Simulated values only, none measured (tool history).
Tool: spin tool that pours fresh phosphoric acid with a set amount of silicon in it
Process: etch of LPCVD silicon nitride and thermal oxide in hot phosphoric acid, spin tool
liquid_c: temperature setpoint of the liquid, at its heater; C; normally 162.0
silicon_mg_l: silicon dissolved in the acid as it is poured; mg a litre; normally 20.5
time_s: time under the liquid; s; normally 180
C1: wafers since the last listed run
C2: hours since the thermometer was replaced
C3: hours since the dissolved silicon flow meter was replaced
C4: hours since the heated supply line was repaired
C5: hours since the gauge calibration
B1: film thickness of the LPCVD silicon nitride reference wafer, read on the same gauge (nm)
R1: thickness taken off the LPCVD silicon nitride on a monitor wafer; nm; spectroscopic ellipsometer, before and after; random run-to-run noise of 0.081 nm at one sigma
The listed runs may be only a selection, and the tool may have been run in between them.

Run 1, day 0.000: usual settings; C1 0; C2 2153.4; C3 584.1; C4 2808.1; C5 499.4; B1 129.97. Result: R1 16.80 nm.
Run 2, day 1.383: usual settings; C1 259; C2 2186.6; C3 617.3; C4 2841.3; C5 532.6; B1 130.00. Result: R1 16.81 nm.
Run 3, day 3.625: usual settings; C1 420; C2 2240.4; C3 671.1; C4 2895.1; C5 586.4; B1 129.97. Result: R1 16.81 nm.
At day 5.512: dissolved silicon flow meter replaced.
Run 4, day 6.175: usual settings; C1 470; C2 2301.6; C3 15.9; C4 2956.3; C5 647.6; B1 129.99. Result: R1 16.84 nm.
Run 5, day 8.979: usual settings; C1 525; C2 2368.9; C3 83.2; C4 3023.6; C5 714.9; B1 129.99. Result: R1 16.82 nm.
Run 6, day 10.550: usual settings; C1 294; C2 2406.6; C3 120.9; C4 3061.3; C5 752.6; B1 129.99. Result: R1 16.68 nm.
Run 7, day 13.362: usual settings; C1 527; C2 2474.1; C3 188.4; C4 3128.8; C5 820.1; B1 129.97. Result: R1 16.96 nm.
At day 13.912: gauge calibrated.
Run 8, day 15.608: usual settings but time_s 145 s; C1 421; C2 2528.0; C3 242.3; C4 3182.7; C5 40.7; B1 130.03. Result: R1 13.67 nm.
Run 9, day 17.192: usual settings but liquid_c 160.5 C; C1 296; C2 2566.0; C3 280.3; C4 3220.7; C5 78.7; B1 129.99. Result: R1 16.26 nm.
Run 10, day 22.638: usual settings but liquid_c 160.5 C; C1 1021; C2 2696.7; C3 411.0; C4 3351.4; C5 209.4; B1 130.01. Result: R1 16.30 nm.
Run 11, day 25.150: usual settings; C1 471; C2 2757.0; C3 471.3; C4 3411.7; C5 269.7; B1 129.97. Result: R1 16.87 nm.
At day 26.558: heated supply line repaired.
Run 12, day 27.950: usual settings but liquid_c 160.0 C, silicon_mg_l 26.0 mg a litre; C1 517; C2 2824.2; C3 538.5; C4 33.4; C5 336.9; B1 130.00. Result: R1 15.96 nm.
Run 13, day 29.562: usual settings but liquid_c 161.0 C, silicon_mg_l 12.5 mg a litre; C1 302; C2 2862.9; C3 577.2; C4 72.1; C5 375.6; B1 129.99. Result: R1 16.58 nm.
Run 14, day 31.725: usual settings but liquid_c 160.0 C, silicon_mg_l 13.5 mg a litre; C1 405; C2 2914.8; C3 629.1; C4 124.0; C5 427.5; B1 130.01. Result: R1 16.11 nm.
At day 32.042: dissolved silicon flow meter replaced.
Run 15, day 34.004: usual settings but liquid_c 163.5 C, silicon_mg_l 35.5 mg a litre, time_s 225 s; C1 419; C2 2969.5; C3 47.1; C4 178.7; C5 482.2; B1 129.99. Result: R1 22.56 nm.
At day 35.725: thermometer replaced.
Run 16, day 36.829: usual settings but liquid_c 163.0 C, silicon_mg_l 16.0 mg a litre, time_s 140 s; C1 521; C2 26.5; C3 114.9; C4 246.5; C5 550.0; B1 130.02. Result: R1 12.58 nm.
Run 17, day 38.546: usual settings; C1 321; C2 67.7; C3 156.1; C4 287.7; C5 591.2; B1 130.00. Result: R1 15.82 nm.
Run 18, day 39.550: usual settings but liquid_c 160.0 C, silicon_mg_l 36.5 mg a litre, time_s 270 s; C1 188; C2 91.8; C3 180.2; C4 311.8; C5 615.3; B1 130.02. Result: R1 22.24 nm.
Run 19, day 42.508: usual settings but liquid_c 164.5 C, silicon_mg_l 33.5 mg a litre, time_s 85 s; C1 554; C2 162.8; C3 251.2; C4 382.8; C5 686.3; B1 129.98. Result: R1 8.19 nm.
Run 20, day 43.908: usual settings; C1 262; C2 196.4; C3 284.8; C4 416.4; C5 719.9; B1 129.99. Result: R1 15.92 nm.
Run 21, day 45.700: usual settings but silicon_mg_l 7.5 mg a litre; C1 335; C2 239.4; C3 327.8; C4 459.4; C5 762.9; B1 129.99. Result: R1 15.93 nm.

3 ways to go on from here, each from the tool as it stands after run 21. What would each give?
Run A, day 45.721: usual settings but silicon_mg_l 14.5 mg a litre; C1 3; C2 239.9; C3 328.3; C4 459.9; C5 763.4; B1 ?. Result: R1 ?.
Run B, day 45.721: usual settings but silicon_mg_l 4.5 mg a litre; C1 3; C2 239.9; C3 328.3; C4 459.9; C5 763.4; B1 ?. Result: R1 ?.
Run C, day 45.721: usual settings but silicon_mg_l 25.0 mg a litre, time_s 255 s; C1 3; C2 239.9; C3 328.3; C4 459.9; C5 763.4; B1 ?. Result: R1 ?.

run      B1     R1
  A  129.98  15.85
  B  129.98  15.85
  C  129.98  22.46
Had the tool no hidden state, the same runs would have come out as:
run     R1
  A  15.66
  B  15.66
  C  22.18
